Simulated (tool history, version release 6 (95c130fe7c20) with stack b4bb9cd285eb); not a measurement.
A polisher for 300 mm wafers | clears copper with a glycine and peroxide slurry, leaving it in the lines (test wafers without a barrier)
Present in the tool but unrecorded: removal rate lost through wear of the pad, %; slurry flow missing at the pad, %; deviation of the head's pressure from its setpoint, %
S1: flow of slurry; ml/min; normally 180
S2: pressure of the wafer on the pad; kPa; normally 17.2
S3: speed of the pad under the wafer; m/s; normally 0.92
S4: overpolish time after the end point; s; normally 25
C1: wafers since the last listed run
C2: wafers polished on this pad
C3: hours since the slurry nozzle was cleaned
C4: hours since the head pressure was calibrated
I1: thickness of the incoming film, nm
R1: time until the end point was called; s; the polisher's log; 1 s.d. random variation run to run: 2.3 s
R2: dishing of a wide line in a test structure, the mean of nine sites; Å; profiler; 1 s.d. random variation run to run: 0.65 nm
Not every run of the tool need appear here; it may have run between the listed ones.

Run 1, hour 0: usual settings; C1 0; C2 704; C3 39.2; C4 409.6; I1 736. Result: R1 191.7 s, R2 595 Å.
Run 2, hour 26.8: usual settings; C1 109; C2 814; C3 66; C4 436.4; I1 734.5. Result: R1 194.3 s, R2 586 Å.
Run 3, hour 61.3: usual settings; C1 140; C2 954; C3 100.5; C4 470.9; I1 718.8. Result: R1 187 s, R2 582 Å.
Run 4, hour 90.5: usual settings; C1 119; C2 1074; C3 129.7; C4 500.1; I1 745.2. Result: R1 197.4 s, R2 572 Å.
At hour 134.5: head pressure recalibrated.
Run 5, hour 180.6: usual settings; C1 359; C2 1433; C3 219.8; C4 46.1; I1 741.5. Result: R1 204.8 s, R2 561 Å.
At hour 192.4: worn pad replaced by a new one.
At hour 198.3: slurry nozzle cleaned.
Run 6, hour 210.7: usual settings but S2 13.1 kPa; C1 102; C2 70; C3 12.4; C4 76.2; I1 734.3. Result: R1 229.1 s, R2 502 Å.
Run 7, hour 233.7: usual settings but S2 13.1 kPa; C1 93; C2 164; C3 35.4; C4 99.2; I1 733.7. Result: R1 232 s, R2 498 Å.
Run 8, hour 310.2: usual settings but S1 115 ml/min, S3 1.12 m/s, S4 29 s; C1 312; C2 476; C3 111.9; C4 175.7; I1 733.9. Result: R1 187.1 s, R2 657 Å.
Run 9, hour 323.7: usual settings; C1 55; C2 531; C3 125.4; C4 189.2; I1 726.9. Result: R1 193.2 s, R2 576 Å.
Run 10, hour 346.3: usual settings but S1 205 ml/min; C1 92; C2 623; C3 148; C4 211.8; I1 735.9. Result: R1 190.7 s, R2 602 Å.
Run 11, hour 364.2: usual settings but S1 235 ml/min, S2 23.4 kPa, S3 1.2 m/s, S4 13 s; C1 73; C2 696; C3 165.9; C4 229.7; I1 736.7. Result: R1 118.1 s, R2 532 Å.
Run 12, hour 376.5: usual settings but S1 235 ml/min, S2 19.3 kPa, S3 0.84 m/s, S4 20 s; C1 50; C2 747; C3 178.2; C4 242; I1 745.4. Result: R1 188.4 s, R2 516 Å.
Run 13, hour 402.6: usual settings but S1 195 ml/min, S2 23.4 kPa, S3 0.76 m/s, S4 19 s; C1 106; C2 853; C3 204.3; C4 268.1; I1 741.3. Result: R1 180.7 s, R2 520 Å.
Run 14, hour 431.2: usual settings but S1 230 ml/min, S2 15.2 kPa, S3 0.74 m/s, S4 14 s; C1 116; C2 970; C3 232.9; C4 296.7; I1 735. Result: R1 256 s, R2 297 Å.

4 options for the next run, each taken on its own from the tool as it stands now. Forecast them:
Run A, hour 431.7: usual settings; C1 2; C2 972; C3 233.4; C4 297.2; I1 736.6. Result: R1 ?, R2 ?.
Run B, hour 431.7: usual settings but S1 140 ml/min, S2 22.8 kPa, S3 1.24 m/s; C1 2; C2 972; C3 233.4; C4 297.2; I1 736.6. Result: R1 ?, R2 ?.
Run C, hour 431.7: usual settings but S3 1.12 m/s, S4 21 s; C1 2; C2 972; C3 233.4; C4 297.2; I1 736.6. Result: R1 ?, R2 ?.
Run D, hour 431.7: usual settings but S1 145 ml/min, S3 0.64 m/s, S4 38 s; C1 2; C2 972; C3 233.4; C4 297.2; I1 736.6. Result: R1 ?, R2 ?.

run     R1   R2
  A    206  578
  B  137.8  772
  C  176.7  565
  D  284.7  629
What these runs would have given with no unlogged condition in the tool:
run     R1   R2
  A  187.8  618
  B  122.4  831
  C  161.1  604
  D    254  682
